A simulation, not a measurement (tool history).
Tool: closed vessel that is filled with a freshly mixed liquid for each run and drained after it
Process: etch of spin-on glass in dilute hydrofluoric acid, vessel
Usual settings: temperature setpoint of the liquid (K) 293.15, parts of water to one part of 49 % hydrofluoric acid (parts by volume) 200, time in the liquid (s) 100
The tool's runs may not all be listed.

| run | hour | temperature setpoint of the liquid (K) | parts of water to one part of 49 % hydrofluoric acid (parts by volume) | time in the liquid (s) | read-back film thickness of the spin-on glass reference wafer, read on the same gauge (nm) | thickness taken off the spin-on glass on a monitor wafer (Å) |
|---|---|---|---|---|---|---|
| 1 | 0.0 | 295.65 | 200 | 100 | 100.05 | 188.8 |
|  | 15.1 | gauge calibrated |
| 2 | 80.4 | 293.15 | 200 | 100 | 100.04 | 175.0 |
|  | 87.2 | hydrofluoric acid flow meter replaced |
| 3 | 151.5 | 293.15 | 200 | 100 | 99.96 | 164.5 |
| 4 | 412.4 | 293.15 | 200 | 100 | 99.97 | 168.9 |
| 5 | 519.1 | 293.15 | 200 | 100 | 100.02 | 173.0 |
|  | 591.0 | hydrofluoric acid flow meter replaced |
| 6 | 596.4 | 293.15 | 200 | 100 | 99.99 | 163.1 |
| 7 | 674.3 | 293.15 | 200 | 100 | 100.02 | 163.8 |
| 8 | 718.8 | 293.15 | 200 | 100 | 99.98 | 164.7 |
| 9 | 793.6 | 293.15 | 200 | 100 | 99.97 | 166.6 |
| 10 | 897.6 | 293.15 | 200 | 145 | 99.98 | 243.6 |
| 11 | 1085.3 | 293.15 | 200 | 145 | 100.00 | 249.3 |
|  | 1109.0 | hydrofluoric acid flow meter replaced |
|  | 1133.8 | thermometer replaced |
| 12 | 1174.0 | 293.15 | 200 | 125 | 100.00 | 203.3 |
| 13 | 1216.1 | 293.15 | 260 | 100 | 99.97 | 118.5 |
| 14 | 1259.6 | 293.15 | 260 | 100 | 99.98 | 120.8 |
| 15 | 1313.0 | 297.15 | 200 | 100 | 100.01 | 191.0 |
|  | 1366.0 | gauge calibrated |
| 16 | 1385.8 | 290.15 | 200 | 55 | 100.00 | 82.3 |
| 17 | 1458.1 | 293.15 | 200 | 100 | 99.99 | 170.0 |
| 18 | 1502.0 | 291.65 | 295 | 75 | 100.01 | 74.8 |
| 19 | 1557.4 | 290.15 | 140 | 80 | 99.99 | 183.0 |
| 20 | 1629.2 | 297.65 | 135 | 60 | 100.04 | 195.8 |

Run 21 comes next. What will it give?
| 21 | 1693.0 | 293.15 | 200 | 100 | ? | ? |

Run 21 gave read-back film thickness of the spin-on glass reference wafer, read on the same gauge (nm) 100.00, thickness taken off the spin-on glass on a monitor wafer (Å) 174.1.
Without the tool's hidden state the same run would have given thickness taken off the spin-on glass on a monitor wafer (Å) 160.6.
